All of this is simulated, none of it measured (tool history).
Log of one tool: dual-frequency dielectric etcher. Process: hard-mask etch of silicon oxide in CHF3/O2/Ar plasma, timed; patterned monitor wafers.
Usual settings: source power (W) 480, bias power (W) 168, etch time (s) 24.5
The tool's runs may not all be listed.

run	day	source power (W)	bias power (W)	etch time (s)	read-back reference wafer on the same gauge, depth_nm	mean etch depth across the wafer (nm)
1	0.000	480	168	24.5	50.03	44.49
2	2.671	480	168	24.5	49.95	44.05
3	5.929	480	168	24.5	50.03	43.81
4	7.938	480	168	24.5	49.90	43.08
5	10.892	480	168	20.0	49.93	34.89
# day 14.154: wet clean of the chamber
6	14.371	510	168	24.5	49.93	45.09
7	16.208	480	154	24.5	49.94	43.16
8	18.688	480	168	28.0	49.84	49.98
9	20.992	480	168	24.5	49.96	43.72
10	24.538	480	168	24.5	50.09	43.17
11	28.821	390	168	24.5	50.02	41.06
12	32.400	480	168	24.5	49.98	42.19
# day 33.712: wet clean of the chamber
13	36.542	430	210	18.5	49.90	35.55
# day 37.554: bias power generator calibrated
14	38.821	390	142	26.5	50.02	43.74
# day 40.496: upper electrode replaced
15	43.067	480	183	28.5	50.07	52.44
# day 43.667: source power generator calibrated
16	50.100	480	153	18.0	49.94	30.68
17	51.646	360	151	27.5	50.00	43.81
# day 54.333: wet clean of the chamber
# day 56.404: gauge calibrated
18	58.338	360	151	27.5	50.07	46.09
19	61.308	560	186	21.0	50.04	40.31
20	63.942	480	168	24.5	49.95	43.88
21	66.692	450	129	24.5	49.96	39.79
22	70.533	580	186	28.5	49.99	53.79
# day 75.362: wet clean of the chamber
23	75.383	480	168	24.5	49.99	44.82

4 ways to go on from here, each from the tool as it stands after run 23. What would each give?
A	75.400	380	168	24.5	?	?
B	75.400	560	183	27.0	?	?
C	75.400	410	131	20.5	?	?
D	75.400	420	188	24.5	?	?

run	read-back reference wafer on the same gauge, depth_nm	mean etch depth across the wafer (nm)
A	49.96	42.91
B	49.96	52.21
C	49.96	33.78
D	49.96	45.22
The same runs, with their run-to-run variation unchanged, on a tool lacking any hidden condition would have given:
run	mean etch depth across the wafer (nm)
A	42.75
B	52.01
C	33.66
D	45.05
